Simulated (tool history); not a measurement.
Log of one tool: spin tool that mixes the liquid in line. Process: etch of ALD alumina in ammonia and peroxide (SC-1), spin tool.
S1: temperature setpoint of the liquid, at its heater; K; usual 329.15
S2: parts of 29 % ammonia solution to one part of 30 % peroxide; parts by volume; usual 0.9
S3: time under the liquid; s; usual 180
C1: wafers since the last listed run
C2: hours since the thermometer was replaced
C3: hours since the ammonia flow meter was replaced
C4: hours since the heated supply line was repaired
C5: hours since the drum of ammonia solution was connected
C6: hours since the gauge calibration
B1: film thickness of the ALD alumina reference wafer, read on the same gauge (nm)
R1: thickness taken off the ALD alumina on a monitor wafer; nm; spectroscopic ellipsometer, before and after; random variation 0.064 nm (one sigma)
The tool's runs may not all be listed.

run   hour      S1    S2   S3   C1     C2      C3      C4     C5     C6     B1     R1
  1      0  329.15   0.9  180    0   24.5  2225.9  3448.9   13.4    292  29.96   13.2
  2   10.8  329.15   0.9  180   64   35.3  2236.7  3459.7   24.2  302.8     30   13.1
  3   26.5  329.15   0.9  160   93     51  2252.4  3475.4   39.9  318.5  30.01  11.74
  4   44.5  329.15   0.9  115  107     69  2270.4  3493.4   57.9  336.5  30.04    8.4
  5   56.5  329.15   0.9  115   71     81  2282.4  3505.4   69.9  348.5  29.99   8.43
      59.9  -- heated supply line repaired
  6   68.9  329.15   0.9  115   67   93.4  2294.8       9   82.3  360.9  29.98   8.42
      75.7  -- gauge calibrated
      79.4  -- ammonia flow meter replaced
  7   82.8  335.15   0.9   85   76  107.3     3.4    22.9   96.2    7.1  30.03   8.43
  8   93.5  329.15   0.9  180   63    118    14.1    33.6  106.9   17.8  30.02  13.05
  9    104  321.15   0.9  180   62  128.5    24.6    44.1  117.4   28.3  29.98   8.49
 10  120.1  335.65  0.55  210   95  144.6    40.7    60.2  133.5   44.4  29.99  20.28
 11  133.3  324.65  1.15  125   78  157.8    53.9    73.4  146.7   57.6  30.06   7.27
 12  148.9  333.15   0.9  230   92  173.4    69.5      89  162.3   73.2  30.01  20.62
 13  164.9  329.15   0.9  180   95  189.4    85.5     105  178.3   89.2  29.96  13.09
 14  177.5  329.15   0.9  180   74    202    98.1   117.6  190.9  101.8  29.97  13.07
 15  193.6  336.15  0.75  240   95  218.1   114.2   133.7    207  117.9  29.96  24.36
 16  204.4  335.65   0.9  180   64  228.9     125   144.5  217.8  128.7     30  18.17
 17  212.3  329.15   0.9  180   46  236.8   132.9   152.4  225.7  136.6     30  12.99
 18  241.4  319.65   0.9  180  173  265.9     162   181.5  254.8  165.7     30   7.74
 19  247.6  336.65   1.2  105   36  272.1   168.2   187.7    261  171.9  29.99  11.52
 20  256.8  323.65  1.15  255   54  281.3   177.4   196.9  270.2  181.1  30.06  14.07
 21  265.3  329.15   0.9  265   50  289.8   185.9   205.4  278.7  189.6  29.96  19.04
 22  273.3  335.65   0.6  135   47  297.8   193.9   213.4  286.7  197.6  30.01  13.17
 23  280.4  329.15  1.05  135   42  304.9     201   220.5  293.8  204.7     30   9.86
 24  296.4  335.65   0.9  180   95  320.9     217   236.5  309.8  220.7  29.99   18.1
 25  310.6  329.15   0.5  260   84  335.1   231.2   250.7    324  234.9  30.02  17.58

Forecast each of these 4 alternatives for the next run:
  A  311.1  332.15   0.9  180   2  335.6  231.7  251.2  324.5  235.4   ?   ?
  B  311.1  336.65   0.9  180   2  335.6  231.7  251.2  324.5  235.4   ?   ?
  C  311.1  329.15  1.05   90   2  335.6  231.7  251.2  324.5  235.4   ?   ?
  D  311.1  323.15   1.2  245   2  335.6  231.7  251.2  324.5  235.4   ?   ?

run     B1     R1
  A  30.01  15.27
  B  30.01  19.21
  C  30.01   6.62
  D  30.01   13.2
Without the tool's hidden state the same runs would have given:
run     R1
  A  15.68
  B  19.72
  C    6.8
  D  13.58
